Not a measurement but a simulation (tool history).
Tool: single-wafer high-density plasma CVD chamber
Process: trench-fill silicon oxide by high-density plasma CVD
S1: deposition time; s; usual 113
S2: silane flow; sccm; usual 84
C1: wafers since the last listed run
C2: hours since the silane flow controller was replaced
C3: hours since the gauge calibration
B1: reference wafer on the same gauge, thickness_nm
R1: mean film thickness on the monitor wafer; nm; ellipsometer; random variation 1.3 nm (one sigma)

Run 1, hour 0: usual settings; C1 0; C2 3563.6; C3 471.9; B1 753.821. Result: R1 824.335 nm.
Run 2, hour 8.8: usual settings; C1 121; C2 3572.4; C3 480.7; B1 753.84. Result: R1 823.725 nm.
Run 3, hour 25.5: usual settings; C1 229; C2 3589.1; C3 497.4; B1 754.393. Result: R1 826.597 nm.
Run 4, hour 43.1: usual settings but S2 91 sccm; C1 242; C2 3606.7; C3 515; B1 754.051. Result: R1 890.335 nm.
Run 5, hour 49.4: usual settings but S1 130 s, S2 78 sccm; C1 86; C2 3613; C3 521.3; B1 754.384. Result: R1 879.879 nm.
Run 6, hour 59: usual settings; C1 132; C2 3622.6; C3 530.9; B1 754.063. Result: R1 824.846 nm.
Run 7, hour 66.7: usual settings but S1 124 s; C1 106; C2 3630.3; C3 538.6; B1 754.058. Result: R1 903.645 nm.
Run 8, hour 102: usual settings but S1 124 s; C1 486; C2 3665.6; C3 573.9; B1 754.249. Result: R1 900.942 nm.
Run 9, hour 116.6: usual settings; C1 201; C2 3680.2; C3 588.5; B1 754.113. Result: R1 823.343 nm.
Run 10, hour 132.7: usual settings; C1 221; C2 3696.3; C3 604.6; B1 754.092. Result: R1 823.136 nm.
Run 11, hour 141.9: usual settings; C1 126; C2 3705.5; C3 613.8; B1 754.244. Result: R1 819.491 nm.
Run 12, hour 148.9: usual settings; C1 96; C2 3712.5; C3 620.8; B1 754.062. Result: R1 821.282 nm.
Run 13, hour 162.2: usual settings; C1 183; C2 3725.8; C3 634.1; B1 754.234. Result: R1 823.23 nm.
Run 14, hour 176: usual settings; C1 190; C2 3739.6; C3 647.9; B1 754.203. Result: R1 820.274 nm.
Run 15, hour 185.3: usual settings but S1 118 s; C1 128; C2 3748.9; C3 657.2; B1 753.989. Result: R1 856.287 nm.
At hour 191.2: gauge calibrated.
Run 16, hour 194.3: usual settings; C1 123; C2 3757.9; C3 3.1; B1 754.135. Result: R1 821.246 nm.
Run 17, hour 207.9: usual settings but S1 100 s; C1 187; C2 3771.5; C3 16.7; B1 754. Result: R1 727.161 nm.
Run 18, hour 215.6: usual settings but S2 97 sccm; C1 106; C2 3779.2; C3 24.4; B1 754.28. Result: R1 946.84 nm.
Run 19, hour 230: usual settings but S2 97 sccm; C1 198; C2 3793.6; C3 38.8; B1 754.136. Result: R1 946.727 nm.
Run 20, hour 244.3: usual settings but S2 80 sccm; C1 196; C2 3807.9; C3 53.1; B1 753.808. Result: R1 781.191 nm.
Run 21, hour 257.3: usual settings but S2 80 sccm; C1 179; C2 3820.9; C3 66.1; B1 753.941. Result: R1 779.955 nm.
Run 22, hour 268.8: usual settings but S2 73 sccm; C1 158; C2 3832.4; C3 77.6; B1 754.21. Result: R1 713.577 nm.
Run 23, hour 304.6: usual settings but S1 123 s, S2 89 sccm; C1 493; C2 3868.2; C3 113.4; B1 753.936. Result: R1 943.85 nm.
Run 24, hour 322.3: usual settings but S2 74 sccm; C1 243; C2 3885.9; C3 131.1; B1 753.991. Result: R1 720.061 nm.
Run 25, hour 333.8: usual settings; C1 158; C2 3897.4; C3 142.6; B1 753.822. Result: R1 817.455 nm.
Run 26, hour 351.6: usual settings; C1 245; C2 3915.2; C3 160.4; B1 754.452. Result: R1 817.13 nm.
Run 27, hour 379: usual settings but S2 74 sccm; C1 377; C2 3942.6; C3 187.8; B1 754.086. Result: R1 719.348 nm.
Run 28, hour 396.6: usual settings but S1 123 s, S2 94 sccm; C1 242; C2 3960.2; C3 205.4; B1 753.942. Result: R1 994.211 nm.
Run 29, hour 414: usual settings but S1 123 s, S2 70 sccm; C1 239; C2 3977.6; C3 222.8; B1 754.132. Result: R1 742.303 nm.
Run 30, hour 429: usual settings but S2 93 sccm; C1 206; C2 3992.6; C3 237.8; B1 753.983. Result: R1 904.509 nm.
At hour 442.9: silane flow controller replaced.
Run 31, hour 443.4: usual settings; C1 88; C2 0.5; C3 252.2; B1 754.216. Result: R1 859.918 nm.
Run 32, hour 454.1: usual settings; C1 147; C2 11.2; C3 262.9; B1 754.249. Result: R1 862.3 nm.
Run 33, hour 471.9: usual settings; C1 245; C2 29; C3 280.7; B1 754.208. Result: R1 861.259 nm.
Run 34, hour 481.7: usual settings but S1 119 s; C1 134; C2 38.8; C3 290.5; B1 754.317. Result: R1 906.854 nm.
Run 35, hour 499.2: usual settings but S1 91 s; C1 241; C2 56.3; C3 308; B1 753.906. Result: R1 693.688 nm.
Run 36, hour 514.5: usual settings but S1 124 s, S2 94 sccm; C1 210; C2 71.6; C3 323.3; B1 754.119. Result: R1 1057.397 nm.
Run 37, hour 523.8: usual settings; C1 128; C2 80.9; C3 332.6; B1 753.931. Result: R1 858.951 nm.
Run 38, hour 530.8: usual settings but S1 121 s, S2 71 sccm; C1 96; C2 87.9; C3 339.6; B1 754.036. Result: R1 778.392 nm.
Run 39, hour 540.3: usual settings but S1 105 s, S2 90 sccm; C1 130; C2 97.4; C3 349.1; B1 754.069. Result: R1 858.207 nm.
Run 40, hour 546.5: usual settings but S1 128 s, S2 95 sccm; C1 85; C2 103.6; C3 355.3; B1 753.965. Result: R1 1099.731 nm.
Run 41, hour 553.6: usual settings but S1 131 s, S2 95 sccm; C1 97; C2 110.7; C3 362.4; B1 754.352. Result: R1 1130.446 nm.
Run 42, hour 566.3: usual settings; C1 174; C2 123.4; C3 375.1; B1 754.302. Result: R1 862.752 nm.

Forecast each of these 4 alternatives for the next run:
Run A, hour 566.7: usual settings but S2 71 sccm; C1 5; C2 123.8; C3 375.5; B1 ?. Result: R1 ?.
Run B, hour 566.7: usual settings but S1 129 s, S2 77 sccm; C1 5; C2 123.8; C3 375.5; B1 ?. Result: R1 ?.
Run C, hour 566.7: usual settings but S1 98 s, S2 90 sccm; C1 5; C2 123.8; C3 375.5; B1 ?. Result: R1 ?.
Run D, hour 566.7: usual settings but S1 99 s, S2 76 sccm; C1 5; C2 123.8; C3 375.5; B1 ?. Result: R1 ?.

run       B1       R1
  A  753.664  729.862
  B  753.664  903.617
  C  753.664  802.366
  D  753.664  684.468
Without the tool's hidden state the same runs would have given:
run       R1
  A  727.858
  B  901.136
  C  800.163
  D  682.588

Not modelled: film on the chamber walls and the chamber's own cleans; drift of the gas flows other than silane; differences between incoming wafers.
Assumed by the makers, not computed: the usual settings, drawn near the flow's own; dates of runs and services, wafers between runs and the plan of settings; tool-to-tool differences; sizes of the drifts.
